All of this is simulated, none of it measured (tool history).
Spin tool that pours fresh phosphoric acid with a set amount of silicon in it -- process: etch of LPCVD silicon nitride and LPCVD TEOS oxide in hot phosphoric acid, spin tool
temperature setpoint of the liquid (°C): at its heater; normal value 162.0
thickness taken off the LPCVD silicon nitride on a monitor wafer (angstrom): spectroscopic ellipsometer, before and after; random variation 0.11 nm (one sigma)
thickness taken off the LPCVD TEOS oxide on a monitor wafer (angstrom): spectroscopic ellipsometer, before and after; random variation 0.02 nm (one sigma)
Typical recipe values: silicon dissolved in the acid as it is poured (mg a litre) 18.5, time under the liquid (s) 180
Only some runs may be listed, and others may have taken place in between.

run    hour  temperature setpoint of the liquid (°C)  silicon dissolved in the acid as it is poured (mg a litre)  time under the liquid (s)  wafers since the last listed run  hours since the thermometer was replaced  hours since the dissolved silicon flow meter was replaced  hours since the heated supply line was repaired  hours since the gauge calibration  read-back film thickness of the LPCVD silicon nitride reference wafer, read on the same gauge (nm)  read-back film thickness of the LPCVD TEOS oxide reference wafer, read on the same gauge (nm)  thickness taken off the LPCVD silicon nitride on a monitor wafer (angstrom)  thickness taken off the LPCVD TEOS oxide on a monitor wafer (angstrom)
  1     0.0                                    162.0                                                        18.5                        180                                 0                                     255.7                                                     1412.8                                           1853.5                              562.8                                                                                              130.01                                                                                         80.008                                                                        172.8                                                                    4.37
  2    68.6                                    162.0                                                        18.5                        180                               592                                     324.3                                                     1481.4                                           1922.1                              631.4                                                                                              130.02                                                                                         80.033                                                                        171.9                                                                    4.24
       80.9  -- heated supply line repaired
      137.0  -- dissolved silicon flow meter replaced
  3   138.6                                    163.5                                                        18.5                        180                               587                                     394.3                                                        1.6                                             57.7                              701.4                                                                                              130.02                                                                                         79.997                                                                        197.9                                                                    6.07
  4   179.0                                    162.0                                                        18.5                        180                               349                                     434.7                                                       42.0                                             98.1                              741.8                                                                                              129.99                                                                                         80.012                                                                        188.6                                                                    5.06
  5   244.3                                    162.0                                                        18.5                        180                               564                                     500.0                                                      107.3                                            163.4                              807.1                                                                                              130.02                                                                                         80.013                                                                        186.0                                                                    4.99
  6   301.8                                    161.0                                                        28.0                        210                               496                                     557.5                                                      164.8                                            220.9                              864.6                                                                                              129.97                                                                                         80.007                                                                        209.7                                                                    3.84
  7   347.1                                    160.5                                                        18.5                        180                               391                                     602.8                                                      210.1                                            266.2                              909.9                                                                                              129.98                                                                                         79.985                                                                        179.0                                                                    4.75
  8   397.0                                    162.0                                                        18.5                        180                               431                                     652.7                                                      260.0                                            316.1                              959.8                                                                                              129.98                                                                                         79.989                                                                        187.1                                                                    5.15
      402.3  -- thermometer replaced
  9   435.2                                    162.0                                                        18.5                        180                               321                                      32.9                                                      298.2                                            354.3                              998.0                                                                                              130.00                                                                                         79.989                                                                        186.6                                                                    4.93
 10   472.7                                    162.0                                                        18.5                        180                               324                                      70.4                                                      335.7                                            391.8                             1035.5                                                                                              130.02                                                                                         80.012                                                                        183.7                                                                    5.10
 11   527.7                                    161.0                                                        24.0                        115                               475                                     125.4                                                      390.7                                            446.8                             1090.5                                                                                              129.98                                                                                         80.009                                                                        113.7                                                                    2.48
 12   555.3                                    163.5                                                        32.5                        140                               238                                     153.0                                                      418.3                                            474.4                             1118.1                                                                                              130.01                                                                                         80.005                                                                        151.8                                                                    2.82
 13   592.4                                    165.0                                                         7.5                        235                               320                                     190.1                                                      455.4                                            511.5                             1155.2                                                                                              129.98                                                                                         79.992                                                                        267.3                                                                   10.05
 14   616.5                                    163.0                                                        28.5                        215                               208                                     214.2                                                      479.5                                            535.6                             1179.3                                                                                              129.97                                                                                         80.001                                                                        226.9                                                                    4.93
      633.9  -- gauge calibrated
 15   650.0                                    162.0                                                        12.5                        180                               289                                     247.7                                                      513.0                                            569.1                               16.1                                                                                              130.01                                                                                         80.017                                                                        184.7                                                                    5.82
 16   721.5                                    160.5                                                         8.0                         80                               617                                     319.2                                                      584.5                                            640.6                               87.6                                                                                              130.00                                                                                         79.985                                                                         77.5                                                                    2.41
 17   857.2                                    162.0                                                        18.5                        210                              1172                                     454.9                                                      720.2                                            776.3                              223.3                                                                                              130.02                                                                                         79.999                                                                        213.8                                                                    5.48
 18   895.8                                    161.0                                                        18.5                        180                               333                                     493.5                                                      758.8                                            814.9                              261.9                                                                                              130.00                                                                                         79.985                                                                        175.4                                                                    4.31
 19   945.1                                    162.0                                                         4.0                        285                               426                                     542.8                                                      808.1                                            864.2                              311.2                                                                                              129.99                                                                                         80.009                                                                        290.5                                                                   10.94
      971.2  -- thermometer replaced
 20   976.2                                    162.0                                                        18.5                        285                               260                                       5.0                                                      839.2                                            895.3                              342.3                                                                                              130.01                                                                                         79.989                                                                        287.2                                                                    7.59
 21  1024.0                                    162.0                                                        18.5                        180                               413                                      52.8                                                      887.0                                            943.1                              390.1                                                                                              130.02                                                                                         80.007                                                                        182.9                                                                    4.66

Each row is a separate what-if for the run after 21, all from the same tool condition, not one after another. Results?
  A  1024.5                                    162.0                                                        18.5                        180                                 4                                      53.3                                                      887.5                                            943.6                              390.6                                                                                                   ?                                                                                              ?                                                                            ?                                                                       ?
  B  1024.5                                    164.5                                                        18.5                         75                                 4                                      53.3                                                      887.5                                            943.6                              390.6                                                                                                   ?                                                                                              ?                                                                            ?                                                                       ?
  C  1024.5                                    160.5                                                        18.5                        130                                 4                                      53.3                                                      887.5                                            943.6                              390.6                                                                                                   ?                                                                                              ?                                                                            ?                                                                       ?
  D  1024.5                                    162.0                                                        23.5                        180                                 4                                      53.3                                                      887.5                                            943.6                              390.6                                                                                                   ?                                                                                              ?                                                                            ?                                                                       ?
  E  1024.5                                    162.0                                                        13.5                        180                                 4                                      53.3                                                      887.5                                            943.6                              390.6                                                                                                   ?                                                                                              ?                                                                            ?                                                                       ?

run  read-back film thickness of the LPCVD silicon nitride reference wafer, read on the same gauge (nm)  read-back film thickness of the LPCVD TEOS oxide reference wafer, read on the same gauge (nm)  thickness taken off the LPCVD silicon nitride on a monitor wafer (angstrom)  thickness taken off the LPCVD TEOS oxide on a monitor wafer (angstrom)
  A                                                                                              130.02                                                                                         79.980                                                                        180.9                                                                    4.55
  B                                                                                              130.02                                                                                         79.980                                                                         81.9                                                                    2.28
  C                                                                                              130.02                                                                                         79.980                                                                        124.3                                                                    2.94
  D                                                                                              130.02                                                                                         79.980                                                                        180.9                                                                    3.93
  E                                                                                              130.02                                                                                         79.980                                                                        180.9                                                                    5.17
Take away the tool's hidden state, keep each run's random variation, and the runs would have read:
run  thickness taken off the LPCVD silicon nitride on a monitor wafer (angstrom)  thickness taken off the LPCVD TEOS oxide on a monitor wafer (angstrom)
  A                                                                        189.2                                                                    5.02
  B                                                                         85.6                                                                    2.51
  C                                                                        130.0                                                                    3.25
  D                                                                        189.2                                                                    4.33
  E                                                                        189.2                                                                    5.71
